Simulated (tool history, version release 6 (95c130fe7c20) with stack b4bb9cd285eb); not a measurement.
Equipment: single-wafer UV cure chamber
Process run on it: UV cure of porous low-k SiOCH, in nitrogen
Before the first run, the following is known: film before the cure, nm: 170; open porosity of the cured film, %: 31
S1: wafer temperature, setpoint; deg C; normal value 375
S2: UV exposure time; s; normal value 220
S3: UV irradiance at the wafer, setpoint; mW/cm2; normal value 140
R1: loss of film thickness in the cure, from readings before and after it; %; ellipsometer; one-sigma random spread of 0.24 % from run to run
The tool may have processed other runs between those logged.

run,hour,S1,S2,S3,R1
1,0,375,220,140,17.506
2,26.6,375,220,140,16.967
3,42.9,375,220,140,17.098
4,74.7,375,220,140,17.21
5,91.6,375,220,140,17.128
6,110.1,375,220,140,17.308
7,210,375,220,140,17.115
8,227.4,375,220,140,17.331
9,244.4,375,220,140,16.929
10,268.3,375,220,140,17.15
11,344.6,375,220,140,16.764
12,374,375,220,140,17.022
13,402.8,375,155,140,14.866
14,415,375,220,153,17.293
15,439.4,364,330,177,20.823
# hour 454.5: quartz window cleaned
16,461.1,375,300,140,19.426
17,494,375,160,140,15.253
18,522.3,389,265,106,17.166
# hour 530.4: UV bulbs replaced
19,536.2,360,260,140,17.39
20,571.1,375,220,140,17.278
21,603.1,375,220,140,16.834
22,622.8,375,160,140,15.319
23,647.6,390,220,104,15.614
24,668.7,388,220,140,17.347
25,701.1,375,350,140,20.108
26,732.1,375,220,140,17.693

State the hidden condition of the tool at each of the runs:
lamp output below its setpoint, %: 0 on each run
transmission lost against a clean window, %: 0 on each run
